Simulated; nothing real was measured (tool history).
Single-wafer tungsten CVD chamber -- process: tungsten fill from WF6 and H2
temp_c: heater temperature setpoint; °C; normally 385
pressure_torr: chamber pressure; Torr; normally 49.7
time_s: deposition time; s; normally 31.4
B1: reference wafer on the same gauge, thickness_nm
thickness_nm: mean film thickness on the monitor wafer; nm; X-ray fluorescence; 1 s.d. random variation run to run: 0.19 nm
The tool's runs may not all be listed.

{"run": 1, "hour": 0.0, "temp_c": 385, "pressure_torr": 49.7, "time_s": 31.4, "B1": 93.403, "thickness_nm": 78.121}
{"run": 2, "hour": 60.6, "temp_c": 385, "pressure_torr": 49.7, "time_s": 31.4, "B1": 93.373, "thickness_nm": 77.793}
{"run": 3, "hour": 98.2, "temp_c": 385, "pressure_torr": 49.7, "time_s": 31.4, "B1": 93.452, "thickness_nm": 77.885}
{"run": 4, "hour": 161.9, "temp_c": 385, "pressure_torr": 49.7, "time_s": 31.4, "B1": 93.43, "thickness_nm": 77.825}
{"run": 5, "hour": 233.2, "temp_c": 385, "pressure_torr": 41.5, "time_s": 31.4, "B1": 93.352, "thickness_nm": 74.781}
{"run": 6, "hour": 318.9, "temp_c": 385, "pressure_torr": 41.5, "time_s": 31.4, "B1": 93.391, "thickness_nm": 74.023}
{"run": 7, "hour": 393.6, "temp_c": 385, "pressure_torr": 49.7, "time_s": 31.4, "B1": 93.395, "thickness_nm": 77.505}
{"hour": 451.0, "done": "thermocouple changed; heater temperature recalibrated"}
{"run": 8, "hour": 467.8, "temp_c": 385, "pressure_torr": 49.7, "time_s": 31.4, "B1": 93.397, "thickness_nm": 79.371}
{"run": 9, "hour": 535.6, "temp_c": 385, "pressure_torr": 49.7, "time_s": 31.4, "B1": 93.363, "thickness_nm": 78.781}
{"run": 10, "hour": 635.5, "temp_c": 385, "pressure_torr": 49.7, "time_s": 31.4, "B1": 93.414, "thickness_nm": 78.135}
{"hour": 684.6, "done": "gauge calibrated"}
{"run": 11, "hour": 723.1, "temp_c": 385, "pressure_torr": 49.7, "time_s": 31.4, "B1": 93.357, "thickness_nm": 77.846}
{"run": 12, "hour": 830.6, "temp_c": 385, "pressure_torr": 49.7, "time_s": 31.4, "B1": 93.399, "thickness_nm": 77.688}
{"run": 13, "hour": 904.9, "temp_c": 388, "pressure_torr": 49.7, "time_s": 31.4, "B1": 93.419, "thickness_nm": 81.604}
{"hour": 914.2, "done": "capacitance manometer re-zeroed and calibrated"}
{"run": 14, "hour": 945.6, "temp_c": 385, "pressure_torr": 49.7, "time_s": 31.4, "B1": 93.395, "thickness_nm": 78.444}
{"run": 15, "hour": 1051.1, "temp_c": 395, "pressure_torr": 41.8, "time_s": 37.2, "B1": 93.402, "thickness_nm": 105.514}
{"run": 16, "hour": 1120.4, "temp_c": 373, "pressure_torr": 40.1, "time_s": 31.4, "B1": 93.362, "thickness_nm": 59.691}
{"run": 17, "hour": 1202.5, "temp_c": 385, "pressure_torr": 61.3, "time_s": 35.9, "B1": 93.399, "thickness_nm": 94.254}
{"run": 18, "hour": 1302.5, "temp_c": 385, "pressure_torr": 49.7, "time_s": 31.4, "B1": 93.442, "thickness_nm": 77.696}
{"hour": 1325.5, "done": "showerhead replaced"}
{"run": 19, "hour": 1365.0, "temp_c": 385, "pressure_torr": 49.7, "time_s": 31.4, "B1": 93.403, "thickness_nm": 78.209}
{"run": 20, "hour": 1407.2, "temp_c": 385, "pressure_torr": 49.7, "time_s": 31.4, "B1": 93.399, "thickness_nm": 77.827}
{"run": 21, "hour": 1481.2, "temp_c": 385, "pressure_torr": 49.7, "time_s": 31.4, "B1": 93.395, "thickness_nm": 77.411}
{"run": 22, "hour": 1543.0, "temp_c": 385, "pressure_torr": 54.5, "time_s": 28.7, "B1": 93.394, "thickness_nm": 72.418}
{"hour": 1560.3, "done": "thermocouple changed; heater temperature recalibrated"}
{"run": 23, "hour": 1603.9, "temp_c": 385, "pressure_torr": 37.8, "time_s": 31.4, "B1": 93.393, "thickness_nm": 75.382}
{"run": 24, "hour": 1700.4, "temp_c": 397, "pressure_torr": 54.5, "time_s": 31.4, "B1": 93.397, "thickness_nm": 99.863}
{"run": 25, "hour": 1801.4, "temp_c": 396, "pressure_torr": 56.8, "time_s": 35.7, "B1": 93.401, "thickness_nm": 112.233}
{"run": 26, "hour": 1892.6, "temp_c": 371, "pressure_torr": 44.8, "time_s": 34.5, "B1": 93.383, "thickness_nm": 65.661}
{"run": 27, "hour": 1960.2, "temp_c": 393, "pressure_torr": 54.3, "time_s": 31.4, "B1": 93.417, "thickness_nm": 91.778}
{"run": 28, "hour": 2027.5, "temp_c": 385, "pressure_torr": 60.8, "time_s": 31.4, "B1": 93.403, "thickness_nm": 82.046}

The tool's hidden state at each run:
gauge reads high (%): 0 across all the runs
H1: wafer temperature above the value expected at the setpoint (K)
H2: true pressure above the setpoint (%)
run=1 H1=-1.33 H2=-3.41
run=2 H1=-1.39 H2=-3.61
run=3 H1=-1.42 H2=-3.73
run=4 H1=-1.47 H2=-3.94
run=5 H1=-1.51 H2=-4.18
run=6 H1=-1.56 H2=-4.46
run=7 H1=-1.59 H2=-4.71
run=8 H1=-0.246 H2=-4.95
run=9 H1=-0.533 H2=-5.18
run=10 H1=-0.871 H2=-5.51
run=11 H1=-1.1 H2=-5.8
run=12 H1=-1.32 H2=-6.15
run=13 H1=-1.44 H2=-6.39
run=14 H1=-1.5 H2=0.631
run=15 H1=-1.62 H2=0.283
run=16 H1=-1.68 H2=0.0545
run=17 H1=-1.74 H2=-0.216
run=18 H1=-1.8 H2=-0.546
run=19 H1=-1.83 H2=-0.752
run=20 H1=-1.85 H2=-0.891
run=21 H1=-1.87 H2=-1.14
run=22 H1=-1.89 H2=-1.34
run=23 H1=-0.133 H2=-1.54
run=24 H1=-0.499 H2=-1.86
run=25 H1=-0.795 H2=-2.19
run=26 H1=-1 H2=-2.49
run=27 H1=-1.13 H2=-2.71
run=28 H1=-1.23 H2=-2.94
